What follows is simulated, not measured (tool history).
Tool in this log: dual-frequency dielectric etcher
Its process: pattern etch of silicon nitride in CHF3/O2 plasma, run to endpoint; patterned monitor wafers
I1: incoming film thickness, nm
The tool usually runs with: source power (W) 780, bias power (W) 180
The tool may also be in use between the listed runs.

run 1 hour=0.0 | source_power_(W)=780 bias_power_(W)=180 | I1=110.8 | endpoint_time_(s)=74.7
run 2 hour=28.3 | source_power_(W)=780 bias_power_(W)=180 | I1=111.1 | endpoint_time_(s)=75.0
run 3 hour=43.9 | source_power_(W)=780 bias_power_(W)=180 | I1=111.2 | endpoint_time_(s)=75.1
run 4 hour=61.1 | source_power_(W)=780 bias_power_(W)=180 | I1=111.5 | endpoint_time_(s)=75.6
run 5 hour=79.1 | source_power_(W)=780 bias_power_(W)=180 | I1=112.1 | endpoint_time_(s)=76.1
-- hour=107.4 wet clean of the chamber
-- hour=110.6 upper electrode replaced
run 6 hour=119.9 | source_power_(W)=780 bias_power_(W)=180 | I1=111.1 | endpoint_time_(s)=71.6
-- hour=126.4 bias power generator calibrated
run 7 hour=126.9 | source_power_(W)=780 bias_power_(W)=180 | I1=110.5 | endpoint_time_(s)=71.2
run 8 hour=138.0 | source_power_(W)=640 bias_power_(W)=180 | I1=110.9 | endpoint_time_(s)=77.2
run 9 hour=150.3 | source_power_(W)=780 bias_power_(W)=180 | I1=110.7 | endpoint_time_(s)=71.3
run 10 hour=157.6 | source_power_(W)=970 bias_power_(W)=207 | I1=111.2 | endpoint_time_(s)=63.2
run 11 hour=164.1 | source_power_(W)=870 bias_power_(W)=156 | I1=110.6 | endpoint_time_(s)=72.5
run 12 hour=176.8 | source_power_(W)=870 bias_power_(W)=214 | I1=110.8 | endpoint_time_(s)=64.9
-- hour=184.5 source power generator calibrated
run 13 hour=193.7 | source_power_(W)=780 bias_power_(W)=180 | I1=110.5 | endpoint_time_(s)=71.6
run 14 hour=206.9 | source_power_(W)=890 bias_power_(W)=193 | I1=111.6 | endpoint_time_(s)=67.6
run 15 hour=213.5 | source_power_(W)=780 bias_power_(W)=180 | I1=110.8 | endpoint_time_(s)=72.1
run 16 hour=230.8 | source_power_(W)=610 bias_power_(W)=206 | I1=109.8 | endpoint_time_(s)=74.4
run 17 hour=241.1 | source_power_(W)=780 bias_power_(W)=135 | I1=110.9 | endpoint_time_(s)=80.4
run 18 hour=251.5 | source_power_(W)=590 bias_power_(W)=155 | I1=111.0 | endpoint_time_(s)=84.9

Predict each of these 4 candidate next runs independently; none follows another, all start after run 18:
run A hour=251.9 | source_power_(W)=780 bias_power_(W)=140 | I1=110.4 | endpoint_time_(s)=?
run B hour=251.9 | source_power_(W)=870 bias_power_(W)=158 | I1=110.4 | endpoint_time_(s)=?
run C hour=251.9 | source_power_(W)=780 bias_power_(W)=144 | I1=110.4 | endpoint_time_(s)=?
run D hour=251.9 | source_power_(W)=930 bias_power_(W)=191 | I1=110.4 | endpoint_time_(s)=?

run=A endpoint_time_(s)=78.9
run=B endpoint_time_(s)=72.7
run=C endpoint_time_(s)=78.1
run=D endpoint_time_(s)=66.3
Had the tool no hidden state, the same runs would have come out as:
run=A endpoint_time_(s)=77.9
run=B endpoint_time_(s)=71.7
run=C endpoint_time_(s)=77.1
run=D endpoint_time_(s)=65.4

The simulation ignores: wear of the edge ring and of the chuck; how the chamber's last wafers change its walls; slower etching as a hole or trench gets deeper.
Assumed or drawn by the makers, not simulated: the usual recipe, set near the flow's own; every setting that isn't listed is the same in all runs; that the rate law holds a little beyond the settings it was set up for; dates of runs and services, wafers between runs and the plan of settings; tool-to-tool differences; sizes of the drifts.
